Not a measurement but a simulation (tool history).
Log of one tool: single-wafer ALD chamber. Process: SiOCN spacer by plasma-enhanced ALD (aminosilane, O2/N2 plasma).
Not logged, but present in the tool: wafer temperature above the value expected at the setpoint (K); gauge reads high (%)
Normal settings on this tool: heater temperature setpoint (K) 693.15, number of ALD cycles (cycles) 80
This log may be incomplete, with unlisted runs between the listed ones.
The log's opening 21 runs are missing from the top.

run      day  heater temperature setpoint (K)  number of ALD cycles (cycles)  wafers since the last listed run  hours since the last thermocouple change  hours since the gauge calibration  read-back reference wafer on the same gauge, thickness_nm  mean film thickness on the monitor wafer (nm)
 22   68.375                           698.15                             69                               261                                     970.8                              582.4                                                      5.268                                           3.99
 23   69.929                           702.15                             67                               115                                    1008.1                              619.7                                                      5.272                                           3.85
 24   72.388                           700.15                             72                               181                                    1067.1                              678.7                                                      5.273                                          4.144
 25   76.412                           693.15                             80                               297                                    1163.7                              775.3                                                      5.282                                           4.71
 26   79.142                           693.15                             80                               202                                    1229.2                              840.8                                                      5.285                                          4.757
 27   82.658                           693.15                             67                               260                                    1313.6                              925.2                                                      5.289                                          3.968
      90.646  -- thermocouple changed; heater temperature recalibrated
 28   95.046                           693.15                             95                               892                                     105.6                             1222.5                                                       5.31                                           5.68
 29   99.442                           693.15                             80                               325                                     211.1                               1328                                                      5.316                                          4.768
 30  102.171                           693.15                             80                               202                                     276.6                             1393.5                                                      5.321                                          4.762
 31  105.788                           700.15                             70                               267                                     363.4                             1480.3                                                      5.327                                          4.096
 32  108.425                           698.15                             76                               195                                     426.7                             1543.6                                                      5.334                                          4.454
 33  112.208                           701.15                             80                               280                                     517.5                             1634.4                                                      5.338                                          4.662
 34  115.758                           679.15                             72                               262                                     602.7                             1719.6                                                      5.342                                          4.495
     118.412  -- gauge calibrated
 35  118.925                           681.15                             72                               234                                     678.7                               12.3                                                      5.224                                          4.353
 36  123.425                           698.15                             76                               333                                     786.7                              120.3                                                      5.232                                          4.373
 37  127.662                           682.15                             94                               313                                     888.4                                222                                                      5.236                                          5.686

Branching from run 37: 4 alternative next runs. What would each branch give?
  A  127.688                           693.15                             80                                 1                                       889                              222.6                                                          ?                                              ?
  B  127.688                           687.15                             73                                 1                                       889                              222.6                                                          ?                                              ?
  C  127.688                           680.15                             92                                 1                                       889                              222.6                                                          ?                                              ?
  D  127.688                           688.15                             94                                 1                                       889                              222.6                                                          ?                                              ?

run  read-back reference wafer on the same gauge, thickness_nm  mean film thickness on the monitor wafer (nm)
  A                                                      5.239                                          4.677
  B                                                      5.239                                          4.339
  C                                                      5.239                                          5.575
  D                                                      5.239                                          5.572
Take away the tool's hidden state, keep each run's random variation, and the runs would have read:
run  mean film thickness on the monitor wafer (nm)
  A                                          4.671
  B                                          4.334
  C                                          5.568
  D                                          5.566

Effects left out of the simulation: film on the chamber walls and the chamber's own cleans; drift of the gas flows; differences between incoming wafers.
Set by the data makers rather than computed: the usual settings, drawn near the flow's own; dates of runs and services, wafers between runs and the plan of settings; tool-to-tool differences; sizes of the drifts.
